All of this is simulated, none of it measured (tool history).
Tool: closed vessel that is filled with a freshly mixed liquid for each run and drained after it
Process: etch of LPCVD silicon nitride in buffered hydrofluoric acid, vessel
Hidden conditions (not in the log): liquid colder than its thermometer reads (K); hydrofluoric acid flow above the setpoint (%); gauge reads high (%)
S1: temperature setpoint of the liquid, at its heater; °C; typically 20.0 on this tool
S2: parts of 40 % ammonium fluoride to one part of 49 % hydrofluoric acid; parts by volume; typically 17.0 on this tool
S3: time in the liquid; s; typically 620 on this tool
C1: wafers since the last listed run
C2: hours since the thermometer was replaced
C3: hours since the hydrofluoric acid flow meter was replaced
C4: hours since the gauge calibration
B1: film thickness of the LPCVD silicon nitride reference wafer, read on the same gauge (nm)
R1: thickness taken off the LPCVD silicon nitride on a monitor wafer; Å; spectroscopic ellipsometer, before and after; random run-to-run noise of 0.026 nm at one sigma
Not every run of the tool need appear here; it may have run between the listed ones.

| run | hour | S1 | S2 | S3 | C1 | C2 | C3 | C4 | B1 | R1 |
|---|---|---|---|---|---|---|---|---|---|---|
| 1 | 0.0 | 18.5 | 17.0 | 620 | 0 | 472.0 | 1387.9 | 305.6 | 90.011 | 42.25 |
| 2 | 35.7 | 20.0 | 17.0 | 390 | 2260 | 507.7 | 1423.6 | 341.3 | 90.043 | 29.23 |
| 3 | 59.3 | 20.0 | 17.0 | 390 | 1494 | 531.3 | 1447.2 | 364.9 | 89.987 | 29.29 |
| 4 | 87.5 | 20.0 | 17.0 | 390 | 1785 | 559.5 | 1475.4 | 393.1 | 89.989 | 29.39 |
|  | 114.1 | thermometer replaced |
| 5 | 161.8 | 20.0 | 17.0 | 620 | 4641 | 47.7 | 1549.7 | 467.4 | 90.002 | 46.36 |
| 6 | 189.4 | 20.0 | 17.0 | 620 | 1747 | 75.3 | 1577.3 | 495.0 | 90.015 | 46.15 |
| 7 | 246.4 | 20.0 | 17.0 | 620 | 3609 | 132.3 | 1634.3 | 552.0 | 89.973 | 46.29 |
| 8 | 260.4 | 20.0 | 22.0 | 620 | 886 | 146.3 | 1648.3 | 566.0 | 90.041 | 36.09 |
| 9 | 285.4 | 20.0 | 22.0 | 620 | 1582 | 171.3 | 1673.3 | 591.0 | 90.004 | 36.06 |
| 10 | 297.5 | 20.0 | 17.0 | 620 | 766 | 183.4 | 1685.4 | 603.1 | 90.005 | 46.56 |
|  | 321.6 | hydrofluoric acid flow meter replaced |
| 11 | 328.8 | 20.0 | 17.0 | 540 | 1918 | 214.7 | 7.2 | 634.4 | 90.048 | 36.10 |
| 12 | 342.3 | 20.0 | 17.0 | 540 | 854 | 228.2 | 20.7 | 647.9 | 90.016 | 36.55 |
| 13 | 358.7 | 18.5 | 20.0 | 365 | 1038 | 244.6 | 37.1 | 664.3 | 89.979 | 19.40 |
|  | 392.0 | gauge calibrated |
| 14 | 463.6 | 20.0 | 17.0 | 390 | 6641 | 349.5 | 142.0 | 71.6 | 90.012 | 26.65 |
| 15 | 490.1 | 17.0 | 20.5 | 920 | 1677 | 376.0 | 168.5 | 98.1 | 90.024 | 43.90 |
| 16 | 523.5 | 20.0 | 12.0 | 620 | 2114 | 409.4 | 201.9 | 131.5 | 89.996 | 59.42 |
| 17 | 548.3 | 21.5 | 14.0 | 620 | 1570 | 434.2 | 226.7 | 156.3 | 89.988 | 55.32 |
| 18 | 569.6 | 20.0 | 17.0 | 390 | 1348 | 455.5 | 248.0 | 177.6 | 90.011 | 26.55 |
|  | 589.5 | thermometer replaced |
| 19 | 602.5 | 20.0 | 17.0 | 620 | 2019 | 13.0 | 280.9 | 210.5 | 90.015 | 42.27 |

Run 20 comes next. What will it give?
| 20 | 634.7 | 24.0 | 22.0 | 620 | 2038 | 45.2 | 313.1 | 242.7 | ? | ? |

B1: 90.017
R1: 41.83 Å
Minus the tool's unlogged condition, the same run would have read R1 41.12 Å.
